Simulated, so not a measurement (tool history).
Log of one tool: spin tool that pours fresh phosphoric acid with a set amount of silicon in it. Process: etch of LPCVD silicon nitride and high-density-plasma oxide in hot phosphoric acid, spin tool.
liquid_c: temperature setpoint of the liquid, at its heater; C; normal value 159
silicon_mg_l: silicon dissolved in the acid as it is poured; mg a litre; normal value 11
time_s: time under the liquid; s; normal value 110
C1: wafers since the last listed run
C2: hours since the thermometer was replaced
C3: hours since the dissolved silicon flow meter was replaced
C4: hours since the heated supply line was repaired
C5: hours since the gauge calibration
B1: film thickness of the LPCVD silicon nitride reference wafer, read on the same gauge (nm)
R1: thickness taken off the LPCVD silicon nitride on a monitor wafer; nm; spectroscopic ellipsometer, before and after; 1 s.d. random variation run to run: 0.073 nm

Run 1, hour 0: usual settings but silicon_mg_l 17 mg a litre; C1 0; C2 766.7; C3 762.4; C4 1004.2; C5 520.6; B1 147.5. Result: R1 8.92 nm.
Run 2, hour 40.3: usual settings; C1 455; C2 807; C3 802.7; C4 1044.5; C5 560.9; B1 147.17. Result: R1 8.9 nm.
Run 3, hour 92.1: usual settings; C1 585; C2 858.8; C3 854.5; C4 1096.3; C5 612.7; B1 146.66. Result: R1 9 nm.
Run 4, hour 142.5: usual settings; C1 570; C2 909.2; C3 904.9; C4 1146.7; C5 663.1; B1 146.1. Result: R1 8.86 nm.
At hour 144.2: heated supply line repaired.
Run 5, hour 170.5: usual settings; C1 305; C2 937.2; C3 932.9; C4 26.3; C5 691.1; B1 145.79. Result: R1 8.91 nm.
Run 6, hour 231.6: usual settings; C1 691; C2 998.3; C3 994; C4 87.4; C5 752.2; B1 145.07. Result: R1 8.84 nm.
At hour 254: gauge calibrated.
Run 7, hour 256.7: usual settings but liquid_c 157.5 C; C1 283; C2 1023.4; C3 1019.1; C4 112.5; C5 2.7; B1 149.57. Result: R1 8.74 nm.
Run 8, hour 315.1: usual settings but silicon_mg_l 3 mg a litre; C1 660; C2 1081.8; C3 1077.5; C4 170.9; C5 61.1; B1 149.5. Result: R1 9.05 nm.
Run 9, hour 352.9: usual settings but liquid_c 161.5 C; C1 427; C2 1119.6; C3 1115.3; C4 208.7; C5 98.9; B1 149.51. Result: R1 9.83 nm.
Run 10, hour 399.9: usual settings but liquid_c 160 C, silicon_mg_l 7.5 mg a litre, time_s 155 s; C1 531; C2 1166.6; C3 1162.3; C4 255.7; C5 145.9; B1 149.38. Result: R1 13.29 nm.
Run 11, hour 449.1: usual settings; C1 556; C2 1215.8; C3 1211.5; C4 304.9; C5 195.1; B1 149.24. Result: R1 8.94 nm.
Run 12, hour 477.9: usual settings; C1 325; C2 1244.6; C3 1240.3; C4 333.7; C5 223.9; B1 149.12. Result: R1 9.04 nm.
Run 13, hour 522.4: usual settings but liquid_c 158 C, silicon_mg_l 16 mg a litre, time_s 155 s; C1 503; C2 1289.1; C3 1284.8; C4 378.2; C5 268.4; B1 148.95. Result: R1 12.21 nm.
At hour 540: dissolved silicon flow meter replaced.
Run 14, hour 560.9: usual settings but silicon_mg_l 16 mg a litre, time_s 85 s; C1 424; C2 1327.6; C3 20.9; C4 416.7; C5 306.9; B1 148.79. Result: R1 6.99 nm.
At hour 575.8: thermometer replaced.
Run 15, hour 620.5: usual settings but liquid_c 158 C, silicon_mg_l 5 mg a litre; C1 662; C2 44.7; C3 80.5; C4 476.3; C5 366.5; B1 148.46. Result: R1 8.71 nm.
Run 16, hour 668.6: usual settings but liquid_c 158 C; C1 544; C2 92.8; C3 128.6; C4 524.4; C5 414.6; B1 148.15. Result: R1 8.64 nm.
Run 17, hour 693.3: usual settings but silicon_mg_l 19.5 mg a litre; C1 279; C2 117.5; C3 153.3; C4 549.1; C5 439.3; B1 147.94. Result: R1 9.11 nm.
Run 18, hour 719.8: usual settings but liquid_c 162 C, time_s 75 s; C1 299; C2 144; C3 179.8; C4 575.6; C5 465.8; B1 147.75. Result: R1 6.74 nm.
Run 19, hour 790.6: usual settings but liquid_c 158 C, time_s 150 s; C1 800; C2 214.8; C3 250.6; C4 646.4; C5 536.6; B1 147.2. Result: R1 11.77 nm.
Run 20, hour 815.4: usual settings; C1 280; C2 239.6; C3 275.4; C4 671.2; C5 561.4; B1 146.98. Result: R1 8.89 nm.
Run 21, hour 868: usual settings but silicon_mg_l 19.5 mg a litre, time_s 145 s; C1 594; C2 292.2; C3 328; C4 723.8; C5 614; B1 146.45. Result: R1 11.79 nm.
Run 22, hour 911.2: usual settings but liquid_c 162 C, time_s 155 s; C1 488; C2 335.4; C3 371.2; C4 767; C5 657.2; B1 146. Result: R1 13.74 nm.

Some steps in R1 between neighbouring runs. How much of each would the tool show without its hidden state too (settings, what came in, random variation), and how much is left for the hidden state, with any gauge scatter that isn't in both results?
The tool's hidden condition here consists of: liquid colder than its thermometer reads (K); dissolved silicon flow below the setpoint (%); temperature lost on the way to the wafer (K); gauge reads high (%).
Run 6 -> 7: liquid_c 159 -> 157.5, gauge calibrated. R1 -0.1 nm: hidden state +0.27, all else -0.37.
Run 13 -> 14: liquid_c 158 -> 159, time_s 155 -> 85, dissolved silicon flow meter replaced. R1 -5.22 nm: hidden state +0.03, all else -5.25.
Run 18 -> 19: liquid_c 162 -> 158, time_s 75 -> 150. R1 +5.03 nm: hidden state -0.13, all else +5.16.

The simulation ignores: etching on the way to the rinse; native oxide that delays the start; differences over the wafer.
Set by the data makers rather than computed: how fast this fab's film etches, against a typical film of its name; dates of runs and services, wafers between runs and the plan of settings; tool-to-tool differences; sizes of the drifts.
